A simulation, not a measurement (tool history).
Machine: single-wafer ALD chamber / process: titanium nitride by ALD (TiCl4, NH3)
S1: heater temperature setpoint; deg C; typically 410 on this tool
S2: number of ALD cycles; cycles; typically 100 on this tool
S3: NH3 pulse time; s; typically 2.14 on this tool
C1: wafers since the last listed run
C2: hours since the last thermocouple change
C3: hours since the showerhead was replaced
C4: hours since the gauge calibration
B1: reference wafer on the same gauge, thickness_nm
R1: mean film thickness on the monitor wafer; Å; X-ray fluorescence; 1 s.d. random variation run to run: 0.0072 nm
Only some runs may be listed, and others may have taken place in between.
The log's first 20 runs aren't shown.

run	hour	S1	S2	S3	C1	C2	C3	C4	B1	R1
# hour 1180.5: thermocouple changed; heater temperature recalibrated
# hour 1185.2: showerhead replaced
21	1272.7	410	100	2.14	147	92.2	87.5	2870.5	2.133	22.48
# hour 1295.9: gauge calibrated
22	1362.9	410	110	1.34	151	182.4	177.7	67.0	2.128	24.21
23	1462.4	410	100	2.14	167	281.9	277.2	166.5	2.127	22.42
24	1564.7	410	100	2.14	172	384.2	379.5	268.8	2.132	22.43
25	1628.1	421	100	2.14	106	447.6	442.9	332.2	2.133	22.64
26	1734.2	410	100	1.73	178	553.7	549.0	438.3	2.132	22.36
27	1791.3	398	92	2.14	96	610.8	606.1	495.4	2.127	20.73
28	1872.8	422	100	2.14	137	692.3	687.6	576.9	2.129	22.75
29	1932.3	410	100	2.14	100	751.8	747.1	636.4	2.130	22.58
30	1971.6	410	109	1.36	66	791.1	786.4	675.7	2.133	24.03
31	2070.2	410	100	2.14	165	889.7	885.0	774.3	2.128	22.49
32	2155.5	410	100	2.14	143	975.0	970.3	859.6	2.134	22.51
33	2202.8	396	91	2.14	79	1022.3	1017.6	906.9	2.128	20.35
34	2240.8	406	100	2.77	63	1060.3	1055.6	944.9	2.130	22.72
35	2317.2	396	100	2.14	128	1136.7	1132.0	1021.3	2.128	22.41
36	2420.9	415	107	1.74	174	1240.4	1235.7	1125.0	2.132	23.84

Predict each of these 4 candidate next runs independently; none follows another, all start after run 36:
A	2421.5	410	87	2.14	1	1241.0	1236.3	1125.6	?	?
B	2421.5	410	87	1.29	1	1241.0	1236.3	1125.6	?	?
C	2421.5	410	100	2.86	1	1241.0	1236.3	1125.6	?	?
D	2421.5	410	111	2.14	1	1241.0	1236.3	1125.6	?	?

run	B1	R1
A	2.129	19.61
B	2.129	19.12
C	2.129	22.77
D	2.129	25.02
With no hidden state in the tool, these same runs would have given:
run	R1
A	19.61
B	19.12
C	22.77
D	25.02

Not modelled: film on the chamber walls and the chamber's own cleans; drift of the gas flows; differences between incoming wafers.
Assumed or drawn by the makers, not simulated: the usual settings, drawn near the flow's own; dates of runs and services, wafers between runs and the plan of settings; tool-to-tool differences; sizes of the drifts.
